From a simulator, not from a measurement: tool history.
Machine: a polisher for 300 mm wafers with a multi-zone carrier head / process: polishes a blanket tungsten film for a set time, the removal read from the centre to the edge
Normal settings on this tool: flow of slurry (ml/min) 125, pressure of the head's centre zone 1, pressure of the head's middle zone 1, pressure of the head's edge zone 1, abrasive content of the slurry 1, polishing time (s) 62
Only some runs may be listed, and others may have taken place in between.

run	day	flow of slurry (ml/min)	pressure of the head's centre zone	pressure of the head's middle zone	pressure of the head's edge zone	abrasive content of the slurry	polishing time (s)	incoming thickness of the incoming film, nm	film removed at the wafer's centre (Å)	film removed at mid-radius (Å)	film removed at the wafer's edge (Å)
1	0	125	0.91	1	1	1	62	911.1	2272	2562	2623
# day 0.133: worn pad replaced by a new one
2	0.55	125	0.91	1	1	1	62	901	2227	2543	2576
3	1.117	125	0.91	1	1	1	62	915.8	2254	2532	2571
# day 2.188: worn pad replaced by a new one
4	2.954	125	1	1	1	1	62	919.8	2419	2498	2545
5	3.392	125	1	1	1	1	62	908.8	2393	2471	2542
6	4.083	125	1	1	1	1	62	917.8	2417	2468	2588
# day 4.421: worn pad replaced by a new one
# day 4.492: carrier head's membrane replaced by a new one
7	4.671	125	1	0.94	1	1	62	902.6	2364	2366	2537
8	5.158	125	1	0.94	1	1	62	894.4	2372	2370	2527
9	5.721	125	1	1	1	1	62	907.6	2397	2459	2541
# day 6.108: slurry nozzle cleaned
# day 6.417: worn pad replaced by a new one
# day 6.983: edge zone pressure recalibrated
# day 7.2: centre zone pressure recalibrated
10	7.696	90	0.96	1	0.91	1	62	928.3	2299	2454	2419
# day 8.538: worn pad replaced by a new one
11	8.558	125	1	1	1	1	62	913.3	2585	2667	2672
12	9.15	125	1	1.1	1	1	80	909.2	3287	3688	3387
13	9.583	95	1	0.94	1	1	54	901.5	1998	1983	2193
14	10.038	105	1	1.06	1	1.15	82	919.4	3215	3561	3535
# day 10.617: worn pad replaced by a new one
15	10.667	125	1	1	1.04	1	82	902.8	3384	3401	3516
16	11.233	170	1	1	1	1.1	62	915.8	2791	2830	2756
17	11.488	125	1	1	1	1	62	913.9	2507	2553	2578

Forecast each of these 3 alternatives for the next run:
A	11.504	125	1	1	1	1	62	927.1	?	?	?
B	11.504	125	1.04	1.03	1	1	62	927.1	?	?	?
C	11.504	125	1	0.94	0.95	0.9	52	927.1	?	?	?

run	film removed at the wafer's centre (Å)	film removed at mid-radius (Å)	film removed at the wafer's edge (Å)
A	2499	2549	2606
B	2593	2613	2605
C	2039	1975	2077
Take away the tool's hidden state, keep each run's random variation, and the runs would have read:
run	film removed at the wafer's centre (Å)	film removed at mid-radius (Å)	film removed at the wafer's edge (Å)
A	2748	2769	2757
B	2851	2839	2756
C	2242	2146	2198
